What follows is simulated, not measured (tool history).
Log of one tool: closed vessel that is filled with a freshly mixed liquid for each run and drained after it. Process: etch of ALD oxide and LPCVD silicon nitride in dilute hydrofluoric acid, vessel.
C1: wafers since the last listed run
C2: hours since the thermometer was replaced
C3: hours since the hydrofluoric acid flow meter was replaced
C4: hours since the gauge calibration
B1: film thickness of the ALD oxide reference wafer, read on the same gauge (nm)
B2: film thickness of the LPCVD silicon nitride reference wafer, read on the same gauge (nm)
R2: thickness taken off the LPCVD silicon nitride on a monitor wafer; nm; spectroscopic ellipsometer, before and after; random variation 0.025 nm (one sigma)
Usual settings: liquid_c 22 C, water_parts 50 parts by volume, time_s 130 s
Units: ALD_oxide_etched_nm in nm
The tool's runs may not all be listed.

Run 1, hour 0: usual settings but liquid_c 25 C; C1 0; C2 2214; C3 1241.6; C4 685.6; B1 130.01; B2 99.993. Result: ALD_oxide_etched_nm 36.92 nm, R2 1.414 nm.
Run 2, hour 64.9: usual settings but liquid_c 20 C, time_s 100 s; C1 7225; C2 2278.9; C3 1306.5; C4 750.5; B1 130; B2 99.994. Result: ALD_oxide_etched_nm 22.97 nm, R2 0.779 nm.
Run 3, hour 115.7: usual settings; C1 5655; C2 2329.7; C3 1357.3; C4 801.3; B1 130.04; B2 99.98. Result: ALD_oxide_etched_nm 32.52 nm, R2 1.148 nm.
Run 4, hour 151.4: usual settings; C1 3974; C2 2365.4; C3 1393; C4 837; B1 130; B2 99.992. Result: ALD_oxide_etched_nm 32.65 nm, R2 1.153 nm.
At hour 168.7: thermometer replaced.
Run 5, hour 220.4: usual settings but liquid_c 24 C, time_s 180 s; C1 7570; C2 51.7; C3 1462; C4 906; B1 130.03; B2 99.988. Result: ALD_oxide_etched_nm 47.45 nm, R2 1.703 nm.
Run 6, hour 265.4: usual settings but liquid_c 18 C, time_s 205 s; C1 5009; C2 96.7; C3 1507; C4 951; B1 130; B2 100.006. Result: ALD_oxide_etched_nm 41.92 nm, R2 1.319 nm.
Run 7, hour 293.5: usual settings but liquid_c 19 C, water_parts 65 parts by volume, time_s 80 s; C1 3128; C2 124.8; C3 1535.1; C4 979.1; B1 130.01; B2 100.012. Result: ALD_oxide_etched_nm 12.76 nm, R2 0.412 nm.
Run 8, hour 333.2: usual settings but water_parts 45 parts by volume; C1 4419; C2 164.5; C3 1574.8; C4 1018.8; B1 129.98; B2 100.008. Result: ALD_oxide_etched_nm 35.17 nm, R2 1.212 nm.
At hour 344.6: hydrofluoric acid flow meter replaced.
Run 9, hour 376.6: usual settings but liquid_c 26 C, water_parts 30 parts by volume; C1 4720; C2 207.9; C3 32; C4 1062.2; B1 130.01; B2 100.002. Result: ALD_oxide_etched_nm 62.89 nm, R2 2.25 nm.
Run 10, hour 441.5: usual settings but liquid_c 25 C, water_parts 70 parts by volume, time_s 60 s; C1 7225; C2 272.8; C3 96.9; C4 1127.1; B1 129.98; B2 99.972. Result: ALD_oxide_etched_nm 11.46 nm, R2 0.43 nm.
Run 11, hour 483.6: usual settings but liquid_c 25.5 C, water_parts 70 parts by volume, time_s 195 s; C1 4687; C2 314.9; C3 139; C4 1169.2; B1 129.99; B2 100.029. Result: ALD_oxide_etched_nm 37.88 nm, R2 1.494 nm.
Run 12, hour 554.5: usual settings but liquid_c 17.5 C, time_s 195 s; C1 7893; C2 385.8; C3 209.9; C4 1240.1; B1 130.02; B2 99.993. Result: ALD_oxide_etched_nm 38.58 nm, R2 1.195 nm.
Run 13, hour 595.4: usual settings but time_s 185 s; C1 4553; C2 426.7; C3 250.8; C4 1281; B1 129.97; B2 99.973. Result: ALD_oxide_etched_nm 45.09 nm, R2 1.511 nm.
Run 14, hour 659.6: usual settings but liquid_c 20.5 C, water_parts 30 parts by volume, time_s 185 s; C1 7147; C2 490.9; C3 315; C4 1345.2; B1 129.99; B2 100.002. Result: ALD_oxide_etched_nm 72.19 nm, R2 2.257 nm.
Run 15, hour 729.9: usual settings but water_parts 60 parts by volume, time_s 75 s; C1 7826; C2 561.2; C3 385.3; C4 1415.5; B1 130.03; B2 100.015. Result: ALD_oxide_etched_nm 15 nm, R2 0.52 nm.
At hour 773.6: gauge calibrated.
Run 16, hour 788.2: usual settings; C1 6490; C2 619.5; C3 443.6; C4 14.6; B1 130.03; B2 99.969. Result: ALD_oxide_etched_nm 31.77 nm, R2 1.152 nm.
Run 17, hour 815.2: usual settings; C1 3005; C2 646.5; C3 470.6; C4 41.6; B1 130.02; B2 100.009. Result: ALD_oxide_etched_nm 31.71 nm, R2 1.108 nm.
Run 18, hour 866.5: usual settings but time_s 60 s; C1 5711; C2 697.8; C3 521.9; C4 92.9; B1 130.02; B2 100.014. Result: ALD_oxide_etched_nm 14.57 nm, R2 0.509 nm.
Run 19, hour 901.7: usual settings but liquid_c 23.5 C, water_parts 70 parts by volume; C1 3918; C2 733; C3 557.1; C4 128.1; B1 130.06; B2 99.995. Result: ALD_oxide_etched_nm 23.51 nm, R2 0.875 nm.
Run 20, hour 960.3: usual settings; C1 6523; C2 791.6; C3 615.7; C4 186.7; B1 129.98; B2 99.991. Result: ALD_oxide_etched_nm 31.54 nm, R2 1.096 nm.
Run 21, hour 1016.2: usual settings; C1 6223; C2 847.5; C3 671.6; C4 242.6; B1 130.04; B2 99.975. Result: ALD_oxide_etched_nm 31.84 nm, R2 1.119 nm.
Run 22, hour 1081.8: usual settings but liquid_c 25.5 C, water_parts 65 parts by volume, time_s 55 s; C1 7303; C2 913.1; C3 737.2; C4 308.2; B1 130.01; B2 99.992. Result: ALD_oxide_etched_nm 11.61 nm, R2 0.458 nm.
Run 23, hour 1127.3: usual settings but liquid_c 24 C, water_parts 35 parts by volume, time_s 105 s; C1 5065; C2 958.6; C3 782.7; C4 353.7; B1 130.02; B2 100.009. Result: ALD_oxide_etched_nm 40.75 nm, R2 1.433 nm.
Run 24, hour 1151.8: usual settings but liquid_c 25 C, water_parts 25 parts by volume, time_s 175 s; C1 2727; C2 983.1; C3 807.2; C4 378.2; B1 129.98; B2 100.006. Result: ALD_oxide_etched_nm 99.5 nm, R2 3.491 nm.
Run 25, hour 1220.6: usual settings but time_s 170 s; C1 7659; C2 1051.9; C3 876; C4 447; B1 129.98; B2 99.984. Result: ALD_oxide_etched_nm 41.44 nm, R2 1.426 nm.

Hidden state or all else? Some run-to-run changes of ALD_oxide_etched_nm, split into what the settings, what came in and random variation would give without the hidden state, and what is left for the hidden state (with any gauge scatter that isn't in both results):
The hidden state here: liquid hotter than its thermometer reads (K); hydrofluoric acid flow below the setpoint (%); gauge reads high (%).
Run 4 -> 5: liquid_c 22 -> 24, time_s 130 -> 180, thermometer replaced. ALD_oxide_etched_nm +14.8 nm: hidden state -1.13, all else +15.93.
Run 23 -> 24: liquid_c 24 -> 25, water_parts 35 -> 25, time_s 105 -> 175. ALD_oxide_etched_nm +58.75 nm: hidden state +1.06, all else +57.69.
Run 24 -> 25: liquid_c 25 -> 22, water_parts 25 -> 50, time_s 175 -> 170. ALD_oxide_etched_nm -58.06 nm: hidden state -0.99, all else -57.07.

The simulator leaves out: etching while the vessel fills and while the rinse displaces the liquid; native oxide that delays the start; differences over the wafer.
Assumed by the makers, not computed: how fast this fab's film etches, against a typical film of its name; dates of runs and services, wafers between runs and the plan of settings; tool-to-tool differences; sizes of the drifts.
